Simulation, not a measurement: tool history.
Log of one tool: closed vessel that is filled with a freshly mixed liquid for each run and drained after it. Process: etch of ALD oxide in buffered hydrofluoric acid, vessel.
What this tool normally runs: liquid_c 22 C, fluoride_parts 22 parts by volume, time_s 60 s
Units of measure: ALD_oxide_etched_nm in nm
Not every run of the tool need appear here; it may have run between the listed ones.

run	day	liquid_c	fluoride_parts	time_s	wafers since the last listed run	hours since the thermometer was replaced	hours since the hydrofluoric acid flow meter was replaced	hours since the gauge calibration	read-back film thickness of the ALD oxide reference wafer, read on the same gauge (nm)	ALD_oxide_etched_nm
1	0	22	22	45	0	2686.9	318.6	2	80.01	46.87
2	1.038	22	22	45	2427	2711.8	343.5	26.9	80.01	46.65
3	1.6	22	26	60	1316	2725.3	357	40.4	80.01	55.81
4	2.967	22	22	60	3198	2758.1	389.8	73.2	80.02	62.2
5	4.004	22	22	60	2427	2783	414.7	98.1	79.98	62.5
6	5.171	22	22	60	2730	2811	442.7	126.1	79.99	62.21
7	6.321	22	22	60	2691	2838.6	470.3	153.7	79.99	62.61
8	7.138	22	22	60	1911	2858.2	489.9	173.3	79.98	62.29
# day 7.533: thermometer replaced
9	8.321	22	30	60	2671	18.9	518.3	201.7	80.01	46.75
# day 10.392: hydrofluoric acid flow meter replaced
# day 10.992: thermometer replaced, repeated, since the last time left the tool worse
10	11.996	22	22	60	8404	24.1	38.5	289.9	79.99	68.68
11	12.762	25.5	22	60	1794	42.5	56.9	308.3	80.02	84.42
# day 13.921: gauge calibrated
12	14.129	22	22	60	3198	75.3	89.7	5	79.99	68.76
13	15.067	20	27	60	2193	97.8	112.2	27.5	80	53.12
14	15.646	22	22	60	1355	111.7	126.1	41.4	80	69.01
15	16.292	19.5	22	60	1511	127.2	141.6	56.9	80	60
16	16.925	26	26.5	60	1482	142.4	156.8	72.1	79.99	75.4
17	18.296	22	22	75	3207	175.3	189.7	105	79.98	86.8

Here are 3 independent what-if runs from the current tool condition. What would each one return?
A	18.325	22	22	60	68	176	190.4	105.7	?	?
B	18.325	22	16.5	60	68	176	190.4	105.7	?	?
C	18.325	22	14	60	68	176	190.4	105.7	?	?

run	read-back film thickness of the ALD oxide reference wafer, read on the same gauge (nm)	ALD_oxide_etched_nm
A	80.01	68.84
B	80.01	88.87
C	80.01	104.46
Stripped of hidden state, with their random variation kept, the same runs would have yielded:
run	ALD_oxide_etched_nm
A	69.22
B	89.37
C	105.04
